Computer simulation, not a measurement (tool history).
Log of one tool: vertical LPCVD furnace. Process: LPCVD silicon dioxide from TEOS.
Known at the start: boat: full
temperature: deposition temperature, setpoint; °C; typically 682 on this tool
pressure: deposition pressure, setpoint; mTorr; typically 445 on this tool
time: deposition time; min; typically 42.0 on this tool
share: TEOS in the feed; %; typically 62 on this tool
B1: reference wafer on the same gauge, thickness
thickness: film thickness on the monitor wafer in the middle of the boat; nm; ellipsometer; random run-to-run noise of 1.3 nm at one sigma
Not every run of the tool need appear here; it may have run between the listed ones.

Run 1, hour 0.0: usual settings; B1 203.99. Result: thickness 262.83 nm.
Run 2, hour 93.3: usual settings; B1 204.12. Result: thickness 261.93 nm.
Run 3, hour 178.1: usual settings; B1 204.07. Result: thickness 262.90 nm.
Run 4, hour 267.2: usual settings but pressure 520 mTorr; B1 203.81. Result: thickness 287.37 nm.
Run 5, hour 338.3: usual settings but pressure 520 mTorr; B1 203.93. Result: thickness 284.15 nm.
Run 6, hour 399.1: usual settings but pressure 520 mTorr; B1 203.75. Result: thickness 285.53 nm.
Run 7, hour 456.3: usual settings but pressure 390 mTorr; B1 203.88. Result: thickness 246.91 nm.
Run 8, hour 528.7: usual settings but pressure 390 mTorr; B1 203.68. Result: thickness 246.41 nm.
Run 9, hour 574.2: usual settings but time 51.0 min; B1 203.90. Result: thickness 318.99 nm.
Run 10, hour 610.4: usual settings; B1 204.07. Result: thickness 260.37 nm.
Run 11, hour 667.7: usual settings; B1 204.13. Result: thickness 260.91 nm.

The next listed run, before its measurement:
Run 12, hour 736.3: usual settings but time 54.5 min; B1 ?. Result: thickness ?.

Run 12 produced B1 204.05, thickness 341.42 nm.
Take away the tool's hidden state, keep the run-to-run variation as it was, and the same run would have given thickness 324.15 nm.
